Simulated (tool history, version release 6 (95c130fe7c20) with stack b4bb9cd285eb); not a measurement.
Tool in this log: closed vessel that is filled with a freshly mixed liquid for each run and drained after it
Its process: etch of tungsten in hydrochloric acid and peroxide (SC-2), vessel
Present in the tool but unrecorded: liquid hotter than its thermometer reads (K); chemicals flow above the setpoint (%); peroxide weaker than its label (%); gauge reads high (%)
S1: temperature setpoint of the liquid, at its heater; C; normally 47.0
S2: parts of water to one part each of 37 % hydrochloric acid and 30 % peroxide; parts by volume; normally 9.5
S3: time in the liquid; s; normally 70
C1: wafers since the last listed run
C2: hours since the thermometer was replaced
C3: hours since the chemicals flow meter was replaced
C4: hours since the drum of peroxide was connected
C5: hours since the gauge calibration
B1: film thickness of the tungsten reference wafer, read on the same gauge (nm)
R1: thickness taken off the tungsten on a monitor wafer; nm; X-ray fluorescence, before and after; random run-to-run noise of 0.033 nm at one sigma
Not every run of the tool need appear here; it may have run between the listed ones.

run	hour	S1	S2	S3	C1	C2	C3	C4	C5	B1	R1
1	0.0	47.0	9.5	95	0	2566.3	1121.4	778.3	68.8	39.99	15.61
2	8.7	47.0	9.5	95	837	2575.0	1130.1	787.0	77.5	40.00	15.48
3	21.2	47.0	9.5	70	1202	2587.5	1142.6	799.5	90.0	39.98	11.45
4	38.9	47.0	9.5	70	1702	2605.2	1160.3	817.2	107.7	40.00	11.43
5	54.6	47.0	9.5	70	1510	2620.9	1176.0	832.9	123.4	40.01	11.49
6	61.8	47.0	9.5	60	692	2628.1	1183.2	840.1	130.6	39.99	9.89
7	72.5	47.0	9.5	70	1029	2638.8	1193.9	850.8	141.3	40.00	11.56
8	83.5	47.0	9.5	55	1058	2649.8	1204.9	861.8	152.3	39.99	9.05
9	96.4	47.0	9.5	70	1241	2662.7	1217.8	874.7	165.2	39.97	11.51
# hour 101.3: new drum of peroxide connected
10	104.6	38.0	11.5	95	692	2670.9	1226.0	3.3	173.4	39.99	7.12
# hour 114.7: gauge calibrated
11	120.7	47.0	5.5	40	1549	2687.0	1242.1	19.4	6.0	39.99	10.01
# hour 122.9: thermometer replaced
# hour 130.6: chemicals flow meter replaced
12	136.9	51.5	9.5	35	1366	14.0	6.3	35.6	22.2	40.02	7.13
13	149.7	54.0	9.5	35	1231	26.8	19.1	48.4	35.0	40.00	8.35
14	160.4	53.5	9.5	70	1029	37.5	29.8	59.1	45.7	40.01	16.27
15	171.2	38.0	11.5	95	1039	48.3	40.6	69.9	56.5	40.00	6.49
16	186.7	41.0	5.5	70	1491	63.8	56.1	85.4	72.0	40.02	10.72
17	203.4	47.0	11.0	70	1606	80.5	72.8	102.1	88.7	40.00	9.37

Branching from run 17: 3 alternative next runs. What would each branch give?
A	204.1	47.0	12.0	70	67	81.2	73.5	102.8	89.4	?	?
B	204.1	43.5	9.5	35	67	81.2	73.5	102.8	89.4	?	?
C	204.1	47.0	13.0	40	67	81.2	73.5	102.8	89.4	?	?

run	B1	R1
A	39.98	8.74
B	39.98	4.18
C	39.98	4.66
With the hidden condition removed and each run's random variation left untouched, the same runs would have given:
run	R1
A	8.63
B	4.13
C	4.60

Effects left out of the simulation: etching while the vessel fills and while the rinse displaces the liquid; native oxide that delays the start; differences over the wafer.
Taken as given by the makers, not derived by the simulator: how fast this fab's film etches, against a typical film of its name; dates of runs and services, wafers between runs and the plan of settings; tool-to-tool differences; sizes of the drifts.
